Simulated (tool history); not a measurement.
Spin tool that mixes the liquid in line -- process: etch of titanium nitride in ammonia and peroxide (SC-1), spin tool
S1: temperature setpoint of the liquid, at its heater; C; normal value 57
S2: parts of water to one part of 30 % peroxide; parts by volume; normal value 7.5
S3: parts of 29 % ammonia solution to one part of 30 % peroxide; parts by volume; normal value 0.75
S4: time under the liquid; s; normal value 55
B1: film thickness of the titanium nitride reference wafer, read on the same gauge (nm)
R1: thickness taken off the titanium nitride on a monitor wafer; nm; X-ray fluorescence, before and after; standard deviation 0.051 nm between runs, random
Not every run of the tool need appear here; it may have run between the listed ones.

run	day	S1	S2	S3	S4	B1	R1
1	0	57	7.5	0.75	55	59.97	7.31
2	2.229	57	6.5	0.75	55	59.96	7.86
# day 3.379: ammonia flow meter replaced
3	4.983	57	6.5	0.75	55	60	7.73
# day 6.525: heated supply line repaired
4	6.812	57	6.5	0.75	55	60.02	8.6
5	9.117	57	7.5	0.75	55	60	8
6	10.162	57	7.5	0.75	55	60.02	8.08
# day 12.438: new drum of ammonia solution connected
7	12.842	57	7.5	0.75	40	60.03	5.83
8	15.292	63	7.5	0.45	55	60.03	10.85
9	16.712	57	7.5	0.75	55	59.96	7.93
10	19.412	57	7.5	0.6	70	59.97	9.77
11	20.588	65.5	7.5	0.75	55	60	13.82
# day 22.012: thermometer replaced
12	25.083	61	7.5	0.75	55	60.03	10.35
# day 26.417: gauge calibrated
13	26.904	57	7.5	0.75	55	60	7.79
14	28.883	65.5	7.5	0.75	55	59.98	13.78
# day 29.212: new drum of ammonia solution connected
15	31.167	57	6.5	0.75	55	60	8.39
16	32.342	51.5	5	0.6	35	60	4.04
17	34.208	57	7.5	1.15	55	60	8.27
18	35.675	57	7.5	0.6	55	59.99	7.51
19	36.817	57	11.5	0.95	55	60	6.48
20	39.388	66.5	6	0.4	45	59.97	11.98
21	41.508	57	7.5	0.75	55	60.01	7.76
22	44.008	57	7.5	0.4	55	59.97	6.94
23	45.346	57	7.5	0.75	55	60.01	7.72

5 ways to go on from here, each from the tool as it stands after run 23. What would each give?
A	45.362	57	7.5	0.75	55	?	?
B	45.362	57	11.5	1	55	?	?
C	45.362	57	7.5	0.75	85	?	?
D	45.362	60.5	7.5	0.55	45	?	?
E	45.362	59.5	7.5	0.6	80	?	?

run	B1	R1
A	59.95	7.62
B	59.95	6.44
C	59.95	11.78
D	59.95	7.49
E	59.95	12.65
With no hidden state in the tool, these same runs would have given:
run	R1
A	8.07
B	6.82
C	12.48
D	7.93
E	13.39
